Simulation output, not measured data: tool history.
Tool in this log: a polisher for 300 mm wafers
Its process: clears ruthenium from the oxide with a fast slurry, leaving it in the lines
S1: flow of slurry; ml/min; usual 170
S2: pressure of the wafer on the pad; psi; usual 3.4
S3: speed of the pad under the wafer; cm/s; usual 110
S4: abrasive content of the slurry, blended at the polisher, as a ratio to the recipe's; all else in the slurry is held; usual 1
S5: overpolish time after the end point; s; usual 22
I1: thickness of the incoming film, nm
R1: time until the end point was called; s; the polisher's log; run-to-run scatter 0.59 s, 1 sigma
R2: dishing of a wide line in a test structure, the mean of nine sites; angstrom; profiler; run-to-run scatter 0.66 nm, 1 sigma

| run | hour | S1 | S2 | S3 | S4 | S5 | I1 | R1 | R2 |
|---|---|---|---|---|---|---|---|---|---|
| 1 | 0 | 170 | 3.4 | 110 | 1 | 22 | 291.8 | 56 | 403 |
|  | 19 | slurry blender recalibrated |
| 2 | 27.4 | 155 | 3.4 | 110 | 1 | 22 | 283.6 | 49.1 | 424 |
| 3 | 84.5 | 125 | 3.4 | 110 | 1 | 22 | 288.8 | 52.9 | 420 |
| 4 | 129.5 | 125 | 3.4 | 110 | 1 | 22 | 294.1 | 54.7 | 415 |
|  | 197.8 | slurry nozzle cleaned |
| 5 | 333.5 | 125 | 2.6 | 110 | 1 | 22 | 288.3 | 75.4 | 376 |
| 6 | 367 | 125 | 2.6 | 110 | 1 | 22 | 290.6 | 76.5 | 377 |
| 7 | 396 | 215 | 2.4 | 110 | 1.15 | 14 | 287.9 | 70 | 314 |
|  | 399.6 | head pressure recalibrated |
| 8 | 456.9 | 170 | 3.4 | 110 | 1 | 22 | 290 | 57.3 | 412 |
|  | 464.7 | slurry blender recalibrated |
| 9 | 490.6 | 170 | 3.9 | 110 | 1.25 | 14 | 289.6 | 38.7 | 418 |
|  | 503.9 | worn pad replaced by a new one |
| 10 | 539.2 | 210 | 2.8 | 110 | 1 | 16 | 287.5 | 59.5 | 373 |
| 11 | 587.5 | 170 | 2.8 | 98 | 0.8 | 22 | 286.7 | 77.7 | 384 |
| 12 | 638.7 | 170 | 4.1 | 110 | 1 | 22 | 288.5 | 43.6 | 433 |
|  | 647.7 | slurry nozzle cleaned |
| 13 | 692.6 | 135 | 2.9 | 110 | 1 | 22 | 296.5 | 66.4 | 393 |
| 14 | 745.4 | 170 | 2.6 | 110 | 1 | 22 | 291.4 | 71.4 | 389 |
| 15 | 793.5 | 225 | 3.4 | 110 | 0.9 | 22 | 290.8 | 57.8 | 406 |
| 16 | 865 | 170 | 3.4 | 110 | 1 | 22 | 289.2 | 56.4 | 406 |
| 17 | 906.9 | 170 | 3.4 | 110 | 1 | 22 | 290.7 | 56.3 | 401 |
| 18 | 937.5 | 170 | 3.4 | 110 | 1 | 22 | 293.5 | 56.2 | 410 |
|  | 958.6 | worn pad replaced by a new one |
|  | 978.2 | head pressure recalibrated |
|  | 990.7 | slurry blender recalibrated |
| 19 | 1008.7 | 170 | 3.4 | 98 | 0.7 | 19 | 288.4 | 66.5 | 370 |
| 20 | 1059.9 | 150 | 3.4 | 110 | 1 | 22 | 287.6 | 52.3 | 422 |
| 21 | 1111.7 | 225 | 2.7 | 110 | 1.1 | 22 | 288.6 | 59.1 | 402 |
|  | 1118.7 | slurry nozzle cleaned |
| 22 | 1170.8 | 205 | 2.3 | 76 | 1 | 9 | 287.9 | 101.5 | 201 |
| 23 | 1344.5 | 145 | 2.6 | 110 | 1 | 22 | 290.4 | 74.2 | 381 |
| 24 | 1400.5 | 170 | 3.4 | 110 | 1.2 | 22 | 288.9 | 50.8 | 405 |
|  | 1447.5 | head pressure recalibrated |
| 25 | 1459.8 | 170 | 4.2 | 96 | 1.2 | 22 | 287.5 | 44.8 | 431 |
|  | 1507.7 | worn pad replaced by a new one |
| 26 | 1516.6 | 170 | 3.4 | 134 | 0.8 | 28 | 293.9 | 57.5 | 421 |
|  | 1519.2 | slurry blender recalibrated |
|  | 1605.4 | slurry nozzle cleaned |
| 27 | 1664.3 | 230 | 3.4 | 98 | 1.15 | 25 | 288.8 | 50.4 | 415 |
| 28 | 1691.5 | 170 | 4 | 110 | 1 | 22 | 288.2 | 44.3 | 412 |
| 29 | 1731.7 | 170 | 3.4 | 144 | 1.2 | 12 | 288.6 | 38.6 | 369 |

Predict each of these 3 candidate next runs independently; none follows another, all start after run 29:
| A | 1732.1 | 170 | 3 | 110 | 1 | 22 | 288.8 | ? | ? |
| B | 1732.1 | 170 | 4.4 | 88 | 0.8 | 22 | 288.8 | ? | ? |
| C | 1732.1 | 140 | 3.4 | 142 | 1 | 17 | 288.8 | ? | ? |

| run | R1 | R2 |
|---|---|---|
| A | 60.4 | 407 |
| B | 55.8 | 414 |
| C | 45.1 | 410 |
What these runs would have given with no unlogged condition in the tool:
| run | R1 | R2 |
|---|---|---|
| A | 53.9 | 417 |
| B | 49 | 424 |
| C | 40.2 | 420 |
